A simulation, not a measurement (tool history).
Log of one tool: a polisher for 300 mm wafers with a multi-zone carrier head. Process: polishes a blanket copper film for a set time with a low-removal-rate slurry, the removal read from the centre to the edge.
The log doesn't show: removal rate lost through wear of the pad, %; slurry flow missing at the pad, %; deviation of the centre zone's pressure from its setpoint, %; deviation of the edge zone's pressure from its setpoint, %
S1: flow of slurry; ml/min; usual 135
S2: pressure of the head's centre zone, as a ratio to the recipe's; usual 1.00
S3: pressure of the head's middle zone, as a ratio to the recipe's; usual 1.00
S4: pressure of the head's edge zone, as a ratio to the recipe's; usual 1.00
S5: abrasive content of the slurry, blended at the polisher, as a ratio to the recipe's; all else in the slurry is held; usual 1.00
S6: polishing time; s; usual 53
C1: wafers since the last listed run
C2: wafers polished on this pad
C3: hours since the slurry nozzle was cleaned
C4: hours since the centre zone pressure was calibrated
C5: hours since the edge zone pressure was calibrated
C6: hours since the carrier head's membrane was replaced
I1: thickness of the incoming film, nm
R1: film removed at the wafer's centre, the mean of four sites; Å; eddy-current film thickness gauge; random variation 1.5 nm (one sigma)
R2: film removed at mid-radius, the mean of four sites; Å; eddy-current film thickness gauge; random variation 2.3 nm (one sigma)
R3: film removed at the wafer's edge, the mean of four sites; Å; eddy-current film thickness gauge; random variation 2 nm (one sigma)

run   hour   S1    S2    S3    S4    S5  S6    C1    C2     C3     C4      C5     C6     I1    R1    R2    R3
  1    0.0  135  1.00  1.00  1.00  1.00  53     0   282  177.6  354.6   522.3  285.6  895.0  1882  1829  1892
     123.3  -- centre zone pressure recalibrated
  2  123.8  135  1.00  1.00  1.00  1.00  53  1384  1667  301.4    0.5   646.1  409.4  884.2  1822  1797  1883
     151.0  -- slurry nozzle cleaned
  3  153.6  135  1.00  1.00  1.00  1.00  53   327  1995    2.6   30.3   675.9  439.2  870.3  1827  1865  1885
     189.9  -- worn pad replaced by a new one
  4  207.8  135  1.00  1.00  1.00  1.00  53   570   203   56.8   84.5   730.1  493.4  886.3  1842  1822  1854
  5  253.3  135  1.00  1.00  1.00  0.80  53   517   720  102.3  130.0   775.6  538.9  908.1  1717  1747  1778
  6  293.3  135  1.00  1.00  1.00  0.80  53   454  1175  142.3  170.0   815.6  578.9  881.6  1739  1728  1751
  7  327.9  135  1.00  1.00  1.00  0.80  53   393  1569  176.9  204.6   850.2  613.5  875.6  1721  1736  1743
  8  398.4  135  1.00  1.00  1.00  1.00  53   801  2370  247.4  275.1   920.7  684.0  889.6  1908  1823  1869
     429.1  -- carrier head's membrane replaced by a new one
  9  429.6  150  1.00  1.00  1.00  1.00  53   297  2668  278.6  306.3   951.9    0.5  891.1  1934  1836  1928
     448.1  -- worn pad replaced by a new one
 10  469.6  135  1.00  1.00  1.11  0.85  43   409   244  318.6  346.3   991.9   40.5  891.0  1462  1406  1574
     500.0  -- slurry nozzle cleaned
 11  502.6  135  1.10  1.00  1.00  1.00  45   363   608    2.6  379.3  1024.9   73.5  882.4  1753  1582  1591
 12  533.9  135  1.06  1.00  1.00  1.10  42   355   964   33.9  410.6  1056.2  104.8  900.3  1634  1481  1528
     561.9  -- edge zone pressure recalibrated
 13  574.1  135  1.00  1.00  1.00  1.00  53   434  1398   74.1  450.8    12.2  145.0  893.2  1896  1792  1850
 14  632.1  135  1.11  1.00  1.00  1.00  53   659  2058  132.1  508.8    70.2  203.0  887.2  2114  1839  1888
     679.0  -- worn pad replaced by a new one
 15  679.5   90  1.00  1.00  1.00  1.00  53   493     5  179.5  556.2   117.6  250.4  889.5  1659  1630  1737
     694.5  -- centre zone pressure recalibrated
 16  715.9  135  1.09  1.00  1.00  1.00  53   391   396  215.9   21.4   154.0  286.8  894.9  1981  1825  1906
 17  759.5  135  1.00  1.00  1.12  1.00  53   495   892  259.5   65.0   197.6  330.4  895.8  1838  1840  2006
     768.9  -- slurry nozzle cleaned
 18  792.5  135  1.09  1.00  1.00  0.85  53   363  1256   23.6   98.0   230.6  363.4  884.9  1928  1767  1796
 19  845.4  135  0.90  0.94  1.00  1.00  53   601  1857   76.5  150.9   283.5  416.3  898.9  1680  1722  1851
 20  905.4  135  1.00  1.00  1.00  1.00  53   682  2540  136.5  210.9   343.5  476.3  886.5  1861  1794  1881
     943.2  -- worn pad replaced by a new one
 21  943.7  105  1.00  1.00  1.00  1.00  53   389     5  174.8  249.2   381.8  514.6  882.8  1711  1705  1768

4 ways to go on from here, each from the tool as it stands after run 21. What would each give?
  A  944.1  135  1.00  1.00  1.00  1.00  38   4  10  175.2  249.6  382.2  515.0  883.2   ?   ?   ?
  B  944.1  115  1.00  1.00  1.00  1.00  53   4  10  175.2  249.6  382.2  515.0  883.2   ?   ?   ?
  C  944.1  135  1.00  1.00  1.00  1.00  61   4  10  175.2  249.6  382.2  515.0  883.2   ?   ?   ?
  D  944.1  135  1.00  1.07  1.07  1.00  53   4  10  175.2  249.6  382.2  515.0  883.2   ?   ?   ?

run    R1    R2    R3
  A  1354  1325  1341
  B  1803  1775  1818
  C  2174  2128  2152
  D  1890  1955  1931
Without the tool's hidden state the same runs would have given:
run    R1    R2    R3
  A  1312  1326  1341
  B  1747  1775  1818
  C  2106  2128  2152
  D  1831  1955  1931
